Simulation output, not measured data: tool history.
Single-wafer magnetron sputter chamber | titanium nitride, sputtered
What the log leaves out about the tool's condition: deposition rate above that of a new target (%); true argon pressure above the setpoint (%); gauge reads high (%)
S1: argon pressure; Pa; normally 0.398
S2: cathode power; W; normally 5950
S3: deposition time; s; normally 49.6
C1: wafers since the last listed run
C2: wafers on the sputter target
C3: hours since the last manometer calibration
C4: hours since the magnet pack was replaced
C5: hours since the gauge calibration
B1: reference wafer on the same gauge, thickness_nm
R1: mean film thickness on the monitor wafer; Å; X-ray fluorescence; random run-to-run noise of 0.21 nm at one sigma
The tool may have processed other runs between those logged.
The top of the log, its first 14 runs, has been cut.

| run | day | S1 | S2 | S3 | C1 | C2 | C3 | C4 | C5 | B1 | R1 |
|---|---|---|---|---|---|---|---|---|---|---|---|
| 15 | 7.221 | 0.398 | 7250 | 49.6 | 255 | 7875 | 62.5 | 9524.8 | 595.6 | 63.827 | 649.87 |
| 16 | 7.571 | 0.398 | 5950 | 49.6 | 131 | 8006 | 70.9 | 9533.2 | 604 | 63.824 | 534.52 |
|  | 8.175 | sputter target and shields replaced |
| 17 | 8.196 | 0.304 | 5950 | 46.9 | 109 | 7 | 85.9 | 9548.2 | 619 | 63.752 | 538.39 |
| 18 | 9.85 | 0.347 | 5550 | 49.6 | 621 | 629 | 125.6 | 9587.9 | 658.7 | 63.83 | 521.51 |
| 19 | 10.567 | 0.248 | 5500 | 42.1 | 269 | 898 | 142.8 | 9605.1 | 675.9 | 63.801 | 447.41 |
| 20 | 11.092 | 0.438 | 5150 | 57.7 | 197 | 1095 | 155.4 | 9617.7 | 688.5 | 63.729 | 545.2 |
| 21 | 11.721 | 0.459 | 5400 | 46.9 | 236 | 1332 | 170.5 | 9632.8 | 703.6 | 63.829 | 460.41 |
|  | 12.179 | gauge calibrated |
|  | 13.142 | magnet pack replaced |
| 22 | 13.796 | 0.248 | 5500 | 42.1 | 654 | 1986 | 220.3 | 15.7 | 38.8 | 63.831 | 441.04 |
| 23 | 14.338 | 0.398 | 5950 | 57.2 | 203 | 2190 | 233.3 | 28.7 | 51.8 | 63.766 | 626.41 |
| 24 | 14.708 | 0.243 | 5250 | 58.1 | 139 | 2329 | 242.2 | 37.6 | 60.7 | 63.757 | 584.46 |
| 25 | 15.142 | 0.398 | 5950 | 49.6 | 162 | 2492 | 252.6 | 48 | 71.1 | 63.818 | 537.65 |
| 26 | 15.583 | 0.398 | 5950 | 49.6 | 165 | 2658 | 263.2 | 58.6 | 81.7 | 63.773 | 538.94 |
| 27 | 16.288 | 0.259 | 5200 | 56.8 | 264 | 2922 | 280.1 | 75.5 | 98.6 | 63.829 | 557.58 |
| 28 | 16.6 | 0.398 | 5950 | 49.6 | 117 | 3040 | 287.6 | 83 | 106.1 | 63.783 | 540.42 |
| 29 | 17.242 | 0.398 | 7100 | 54.3 | 241 | 3281 | 303 | 98.4 | 121.5 | 63.769 | 703.18 |
| 30 | 17.525 | 0.274 | 6800 | 55.7 | 106 | 3387 | 309.8 | 105.2 | 128.3 | 63.81 | 714.74 |
| 31 | 18.179 | 0.486 | 5950 | 45.9 | 245 | 3633 | 325.5 | 120.9 | 144 | 63.824 | 487.87 |
| 32 | 18.529 | 0.398 | 5950 | 49.6 | 131 | 3765 | 333.9 | 129.3 | 152.4 | 63.858 | 534.61 |
| 33 | 18.812 | 0.398 | 5950 | 49.6 | 106 | 3871 | 340.7 | 136.1 | 159.2 | 63.791 | 538.45 |
| 34 | 19.167 | 0.398 | 5950 | 42.4 | 133 | 4004 | 349.2 | 144.6 | 167.7 | 63.754 | 457.09 |

Each row is a separate what-if for the run after 34, all from the same tool condition, not one after another. Results?
| A | 19.183 | 0.488 | 5950 | 49.6 | 6 | 4010 | 349.6 | 145 | 168.1 | ? | ? |
| B | 19.183 | 0.285 | 6550 | 58.2 | 6 | 4010 | 349.6 | 145 | 168.1 | ? | ? |
| C | 19.183 | 0.398 | 6850 | 43.7 | 6 | 4010 | 349.6 | 145 | 168.1 | ? | ? |
| D | 19.183 | 0.398 | 6750 | 44.2 | 6 | 4010 | 349.6 | 145 | 168.1 | ? | ? |
| E | 19.183 | 0.271 | 5000 | 58.5 | 6 | 4010 | 349.6 | 145 | 168.1 | ? | ? |

| run | B1 | R1 |
|---|---|---|
| A | 63.785 | 528.43 |
| B | 63.785 | 718.81 |
| C | 63.785 | 548.36 |
| D | 63.785 | 546.54 |
| E | 63.785 | 553.53 |
Without the tool's unlogged condition, the same runs would have read:
| run | R1 |
|---|---|
| A | 549.52 |
| B | 747.49 |
| C | 570.24 |
| D | 568.35 |
| E | 575.62 |

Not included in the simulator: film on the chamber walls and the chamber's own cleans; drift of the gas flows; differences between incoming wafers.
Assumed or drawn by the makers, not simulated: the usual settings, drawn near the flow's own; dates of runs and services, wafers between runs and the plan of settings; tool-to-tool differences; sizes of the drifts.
